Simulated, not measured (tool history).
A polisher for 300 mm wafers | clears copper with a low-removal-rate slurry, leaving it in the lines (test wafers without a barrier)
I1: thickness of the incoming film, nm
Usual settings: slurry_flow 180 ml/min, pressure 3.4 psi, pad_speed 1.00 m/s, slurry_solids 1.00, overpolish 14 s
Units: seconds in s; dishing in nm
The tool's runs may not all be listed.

Run 1, day 0.000: usual settings; I1 520.8. Result: seconds 209.3 s, dishing 23.4 nm.
Run 2, day 3.550: usual settings; I1 524.2. Result: seconds 222.7 s, dishing 23.0 nm.
At day 3.771: worn pad replaced by a new one.
At day 3.854: slurry blender recalibrated.
Run 3, day 6.221: usual settings; I1 520.5. Result: seconds 176.7 s, dishing 26.1 nm.
At day 6.412: slurry nozzle cleaned.
At day 6.708: head pressure recalibrated.
Run 4, day 9.075: usual settings but pressure 4.2 psi; I1 522.3. Result: seconds 158.0 s, dishing 31.8 nm.
Run 5, day 12.858: usual settings but pressure 4.2 psi; I1 516.3. Result: seconds 156.0 s, dishing 30.4 nm.
Run 6, day 16.783: usual settings but pressure 4.2 psi; I1 509.2. Result: seconds 163.2 s, dishing 29.2 nm.
At day 20.888: worn pad replaced by a new one.
Run 7, day 20.904: usual settings; I1 510.8. Result: seconds 182.7 s, dishing 26.4 nm.
At day 23.921: head pressure recalibrated.
Run 8, day 24.462: usual settings; I1 516.2. Result: seconds 195.1 s, dishing 25.0 nm.
At day 25.262: slurry blender recalibrated.
At day 26.542: slurry nozzle cleaned.
Run 9, day 28.354: usual settings but pressure 3.8 psi, pad_speed 1.20 m/s; I1 523.0. Result: seconds 142.9 s, dishing 34.1 nm.
Run 10, day 30.900: usual settings; I1 516.3. Result: seconds 192.5 s, dishing 25.4 nm.
Run 11, day 33.592: usual settings; I1 518.8. Result: seconds 201.2 s, dishing 24.8 nm.
At day 37.004: worn pad replaced by a new one.
Run 12, day 37.383: usual settings; I1 514.1. Result: seconds 178.1 s, dishing 27.3 nm.
Run 13, day 40.750: usual settings but slurry_flow 160 ml/min, pressure 4.3 psi; I1 509.6. Result: seconds 151.4 s, dishing 31.5 nm.
At day 44.138: head pressure recalibrated.
At day 44.679: slurry blender recalibrated.
Run 14, day 44.838: usual settings but pressure 2.8 psi, slurry_solids 1.10; I1 505.1. Result: seconds 215.3 s, dishing 22.7 nm.
At day 46.717: slurry nozzle cleaned.
Run 15, day 48.817: usual settings but pressure 2.4 psi; I1 518.7. Result: seconds 262.1 s, dishing 18.9 nm.
Run 16, day 53.300: usual settings but pressure 2.8 psi, pad_speed 1.34 m/s; I1 516.4. Result: seconds 179.6 s, dishing 26.3 nm.
Run 17, day 56.000: usual settings; I1 518.5. Result: seconds 203.1 s, dishing 23.8 nm.
At day 58.383: worn pad replaced by a new one.
Run 18, day 59.254: usual settings but pressure 3.0 psi; I1 514.9. Result: seconds 206.9 s, dishing 23.3 nm.
At day 63.092: slurry blender recalibrated.
At day 63.483: head pressure recalibrated.
Run 19, day 63.504: usual settings but pressure 2.9 psi; I1 520.4. Result: seconds 214.7 s, dishing 23.3 nm.
At day 66.438: slurry nozzle cleaned.
Run 20, day 66.546: usual settings but slurry_solids 0.75; I1 510.6. Result: seconds 196.5 s, dishing 25.5 nm.
Run 21, day 72.250: usual settings but slurry_flow 225 ml/min, pressure 2.9 psi; I1 512.6. Result: seconds 216.7 s, dishing 22.6 nm.
Run 22, day 75.742: usual settings but pressure 2.4 psi, pad_speed 0.68 m/s, slurry_solids 1.25, overpolish 17 s; I1 520.6. Result: seconds 405.7 s, dishing 15.6 nm.
At day 77.900: worn pad replaced by a new one.
Run 23, day 79.183: usual settings; I1 521.6. Result: seconds 186.0 s, dishing 25.6 nm.
At day 79.792: slurry blender recalibrated.
Run 24, day 81.054: usual settings; I1 519.9. Result: seconds 183.4 s, dishing 26.3 nm.
At day 82.300: head pressure recalibrated.
At day 82.783: slurry nozzle cleaned.
Run 25, day 84.717: usual settings but pressure 3.0 psi; I1 519.0. Result: seconds 207.4 s, dishing 23.8 nm.
Run 26, day 90.421: usual settings but slurry_solids 0.85; I1 508.4. Result: seconds 195.0 s, dishing 24.5 nm.
Run 27, day 94.750: usual settings but pressure 2.5 psi, pad_speed 0.84 m/s; I1 522.8. Result: seconds 326.2 s, dishing 15.7 nm.

3 ways to go on from here, each from the tool as it stands after run 27. What would each give?
Run A, day 94.771: usual settings; I1 511.5. Result: seconds ?, dishing ?.
Run B, day 94.771: usual settings but pressure 2.3 psi; I1 511.5. Result: seconds ?, dishing ?.
Run C, day 94.771: usual settings but slurry_flow 230 ml/min, pressure 3.9 psi, overpolish 21 s; I1 511.5. Result: seconds ?, dishing ?.

run  seconds  dishing
  A    200.5     24.1
  B    288.0     17.0
  C    170.9     39.9
Without the tool's hidden state the same runs would have given:
run  seconds  dishing
  A    172.2     27.6
  B    247.4     19.6
  C    146.8     45.3
